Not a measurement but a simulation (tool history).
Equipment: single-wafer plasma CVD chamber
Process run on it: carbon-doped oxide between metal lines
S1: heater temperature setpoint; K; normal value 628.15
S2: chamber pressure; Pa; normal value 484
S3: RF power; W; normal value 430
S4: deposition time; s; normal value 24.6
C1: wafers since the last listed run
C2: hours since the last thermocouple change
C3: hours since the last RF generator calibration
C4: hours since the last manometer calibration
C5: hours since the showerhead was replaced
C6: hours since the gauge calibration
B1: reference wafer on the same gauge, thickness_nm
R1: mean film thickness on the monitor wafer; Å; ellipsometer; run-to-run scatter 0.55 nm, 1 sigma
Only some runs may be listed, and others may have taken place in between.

run	hour	S1	S2	S3	S4	C1	C2	C3	C4	C5	C6	B1	R1
1	0.0	628.15	484	430	24.6	0	1236.8	477.0	1009.5	4968.7	2124.6	110.284	966.82
2	64.2	628.15	484	430	24.6	1735	1301.0	541.2	1073.7	5032.9	2188.8	110.360	968.15
3	138.3	628.15	484	430	24.6	2003	1375.1	615.3	1147.8	5107.0	2262.9	110.181	965.24
4	208.5	628.15	484	430	24.6	1898	1445.3	685.5	1218.0	5177.2	2333.1	110.204	962.45
5	280.6	628.15	484	430	24.6	1949	1517.4	757.6	1290.1	5249.3	2405.2	110.126	965.45
6	355.9	628.15	484	430	24.6	2036	1592.7	832.9	1365.4	5324.6	2480.5	110.076	952.80
7	420.4	632.15	484	385	24.6	1744	1657.2	897.4	1429.9	5389.1	2545.0	110.230	849.44
8	494.3	639.15	547	430	24.6	1998	1731.1	971.3	1503.8	5463.0	2618.9	110.101	938.35
9	580.0	628.15	379	350	24.6	2317	1816.8	1057.0	1589.5	5548.7	2704.6	110.206	761.53
10	640.2	628.15	448	480	24.6	1627	1877.0	1117.2	1649.7	5608.9	2764.8	110.281	1040.95
11	722.2	628.15	484	430	24.6	2217	1959.0	1199.2	1731.7	5690.9	2846.8	110.332	945.06
12	790.4	628.15	553	430	22.5	1844	2027.2	1267.4	1799.9	5759.1	2915.0	110.260	875.38
13	865.5	635.15	484	430	26.8	2030	2102.3	1342.5	1875.0	5834.2	2990.1	110.117	1000.58
14	903.4	628.15	376	405	24.6	1024	2140.2	1380.4	1912.9	5872.1	3028.0	110.063	867.47
# hour 1076.0: RF generator calibrated
15	1123.5	616.15	484	430	24.6	5734	2360.3	47.5	2133.0	6092.2	3248.1	110.183	1006.92
# hour 1149.8: gauge calibrated
16	1167.7	628.15	484	430	24.6	1195	2404.5	91.7	2177.2	6136.4	17.9	110.215	974.08
# hour 1183.3: thermocouple changed; heater temperature recalibrated
17	1217.9	628.15	440	370	24.6	1141	34.6	141.9	2227.4	6186.6	68.1	110.115	838.40
18	1307.7	628.15	484	430	24.6	2428	124.4	231.7	2317.2	6276.4	157.9	110.154	968.77
19	1399.0	628.15	413	430	29.5	2468	215.7	323.0	2408.5	6367.7	249.2	110.279	1146.67
# hour 1409.1: showerhead replaced
20	1437.9	640.15	603	365	24.6	835	254.6	361.9	2447.4	28.8	288.1	110.179	808.66
21	1480.8	628.15	549	475	28.2	1159	297.5	404.8	2490.3	71.7	331.0	110.291	1204.25
# hour 1588.8: capacitance manometer re-zeroed and calibrated
22	1756.6	639.15	484	430	26.3	7241	573.3	680.6	167.8	347.5	606.8	110.395	989.43
23	1812.3	616.15	521	430	24.6	1506	629.0	736.3	223.5	403.2	662.5	110.096	992.07
24	1893.2	617.15	575	505	20.8	2187	709.9	817.2	304.4	484.1	743.4	110.066	959.86
25	1975.2	624.15	573	430	27.9	2217	791.9	899.2	386.4	566.1	825.4	110.274	1106.86
26	2058.6	636.15	484	365	24.6	2255	875.3	982.6	469.8	649.5	908.8	110.270	786.94
27	2140.5	628.15	448	480	24.6	2214	957.2	1064.5	551.7	731.4	990.7	110.211	1026.39
28	2237.1	638.15	484	505	24.6	2611	1053.8	1161.1	648.3	828.0	1087.3	110.303	1051.48

Forecast each of these 4 alternatives for the next run:
A	2237.5	628.15	484	430	27.1	10	1054.2	1161.5	648.7	828.4	1087.7	?	?
B	2237.5	628.15	424	430	29.4	10	1054.2	1161.5	648.7	828.4	1087.7	?	?
C	2237.5	628.15	383	430	21.2	10	1054.2	1161.5	648.7	828.4	1087.7	?	?
D	2237.5	628.15	484	430	21.4	10	1054.2	1161.5	648.7	828.4	1087.7	?	?

run	B1	R1
A	110.176	1040.31
B	110.176	1119.01
C	110.176	806.81
D	110.176	824.64
With the hidden condition removed and each run's random variation left untouched, the same runs would have given:
run	R1
A	1089.83
B	1172.27
C	845.21
D	863.89
